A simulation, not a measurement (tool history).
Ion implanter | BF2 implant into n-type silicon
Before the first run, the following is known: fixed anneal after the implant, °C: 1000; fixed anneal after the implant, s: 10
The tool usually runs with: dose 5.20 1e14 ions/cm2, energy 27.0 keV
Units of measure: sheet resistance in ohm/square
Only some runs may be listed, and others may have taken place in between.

| run | day | dose | energy | wafers since the last listed run | hours since the last dose calibration | hours since the extraction supply was calibrated | hours since the gauge calibration | read-back reference wafer on the same gauge, sheet resistance | sheet resistance |
|---|---|---|---|---|---|---|---|---|---|
| 1 | 0.000 | 5.20 | 27.0 | 0 | 1242.5 | 4029.8 | 52.9 | 197.93 | 232.35 |
| 2 | 0.292 | 5.20 | 27.0 | 54 | 1249.5 | 4036.8 | 59.9 | 198.05 | 233.80 |
| 3 | 0.950 | 5.20 | 21.5 | 123 | 1265.3 | 4052.6 | 75.7 | 198.21 | 246.92 |
| 4 | 1.662 | 5.20 | 27.0 | 134 | 1282.4 | 4069.7 | 92.8 | 198.00 | 234.66 |
| 5 | 2.012 | 5.20 | 27.0 | 65 | 1290.8 | 4078.1 | 101.2 | 197.90 | 233.17 |
| 6 | 2.308 | 5.20 | 27.0 | 55 | 1297.9 | 4085.2 | 108.3 | 197.77 | 232.87 |
| 7 | 2.817 | 5.20 | 27.0 | 95 | 1310.1 | 4097.4 | 120.5 | 197.75 | 231.35 |
|  | 3.521 | Faraday cup replaced and dose calibrated |
| 8 | 3.542 | 4.45 | 24.0 | 73 | 0.5 | 4114.8 | 137.9 | 198.02 | 266.89 |
| 9 | 3.804 | 4.45 | 24.0 | 49 | 6.8 | 4121.1 | 144.2 | 198.08 | 267.22 |
| 10 | 4.075 | 5.20 | 27.0 | 50 | 13.3 | 4127.6 | 150.7 | 198.06 | 233.25 |
| 11 | 4.704 | 5.20 | 27.0 | 118 | 28.4 | 4142.7 | 165.8 | 198.06 | 232.69 |
| 12 | 5.138 | 5.20 | 27.0 | 81 | 38.8 | 4153.1 | 176.2 | 198.03 | 233.33 |
| 13 | 5.646 | 5.20 | 27.0 | 95 | 51.0 | 4165.3 | 188.4 | 198.12 | 233.72 |
|  | 6.588 | extraction supply calibrated |
| 14 | 6.608 | 5.20 | 27.0 | 118 | 74.1 | 0.5 | 211.5 | 198.06 | 233.74 |
| 15 | 6.983 | 5.20 | 27.0 | 70 | 83.1 | 9.5 | 220.5 | 198.01 | 233.47 |
| 16 | 7.325 | 5.20 | 27.0 | 64 | 91.3 | 17.7 | 228.7 | 198.07 | 233.29 |
| 17 | 8.004 | 5.20 | 27.0 | 127 | 107.6 | 34.0 | 245.0 | 198.15 | 233.18 |
| 18 | 8.258 | 6.11 | 23.0 | 47 | 113.7 | 40.1 | 251.1 | 197.87 | 223.14 |
|  | 8.912 | gauge calibrated |
| 19 | 9.167 | 5.20 | 27.0 | 170 | 135.5 | 61.9 | 6.1 | 197.99 | 233.75 |
| 20 | 9.679 | 3.98 | 19.5 | 96 | 147.8 | 74.2 | 18.4 | 198.09 | 299.08 |
| 21 | 9.975 | 6.10 | 34.5 | 55 | 154.9 | 81.3 | 25.5 | 198.08 | 196.63 |
| 22 | 10.608 | 6.50 | 34.0 | 119 | 170.1 | 96.5 | 40.7 | 197.90 | 188.98 |
| 23 | 10.967 | 6.65 | 22.0 | 67 | 178.7 | 105.1 | 49.3 | 198.05 | 216.55 |
| 24 | 11.483 | 4.58 | 20.0 | 97 | 191.1 | 117.5 | 61.7 | 198.00 | 273.99 |
| 25 | 12.029 | 5.20 | 27.0 | 102 | 204.2 | 130.6 | 74.8 | 198.01 | 234.40 |
| 26 | 12.362 | 4.74 | 32.5 | 62 | 212.2 | 138.6 | 82.8 | 198.00 | 240.37 |
| 27 | 12.783 | 3.98 | 33.0 | 79 | 222.3 | 148.7 | 92.9 | 198.07 | 276.54 |
| 28 | 13.142 | 5.89 | 32.0 | 67 | 230.9 | 157.3 | 101.5 | 197.87 | 204.59 |
| 29 | 13.733 | 5.20 | 33.0 | 111 | 245.1 | 171.5 | 115.7 | 198.04 | 224.10 |
| 30 | 14.883 | 6.14 | 19.5 | 216 | 272.7 | 199.1 | 143.3 | 198.02 | 236.89 |
| 31 | 15.346 | 6.11 | 23.0 | 87 | 283.8 | 210.2 | 154.4 | 198.20 | 222.62 |
| 32 | 15.846 | 6.04 | 20.0 | 94 | 295.8 | 222.2 | 166.4 | 198.00 | 234.37 |
| 33 | 16.238 | 5.20 | 27.0 | 73 | 305.2 | 231.6 | 175.8 | 197.85 | 233.76 |
| 34 | 16.742 | 3.92 | 34.5 | 94 | 317.3 | 243.7 | 187.9 | 197.96 | 280.43 |
| 35 | 17.050 | 6.18 | 34.0 | 58 | 324.7 | 251.1 | 195.3 | 198.00 | 195.45 |
| 36 | 17.383 | 6.02 | 36.5 | 62 | 332.7 | 259.1 | 203.3 | 197.85 | 196.42 |
| 37 | 18.025 | 5.85 | 27.0 | 120 | 348.1 | 274.5 | 218.7 | 197.95 | 217.06 |
| 38 | 18.321 | 3.73 | 18.0 | 55 | 355.2 | 281.6 | 225.8 | 197.94 | 320.99 |
| 39 | 18.846 | 5.80 | 30.0 | 98 | 367.8 | 294.2 | 238.4 | 197.87 | 211.39 |

Here are 3 independent what-if runs from the current tool condition. What would each one return?
| A | 18.862 | 5.20 | 27.0 | 3 | 368.2 | 294.6 | 238.8 | ? | ? |
| B | 18.862 | 5.20 | 20.5 | 3 | 368.2 | 294.6 | 238.8 | ? | ? |
| C | 18.862 | 5.97 | 18.0 | 3 | 368.2 | 294.6 | 238.8 | ? | ? |

| run | read-back reference wafer on the same gauge, sheet resistance | sheet resistance |
|---|---|---|
| A | 197.96 | 233.65 |
| B | 197.96 | 251.89 |
| C | 197.96 | 245.68 |
With no hidden state in the tool, these same runs would have given:
| run | sheet resistance |
|---|---|
| A | 233.65 |
| B | 251.89 |
| C | 245.68 |
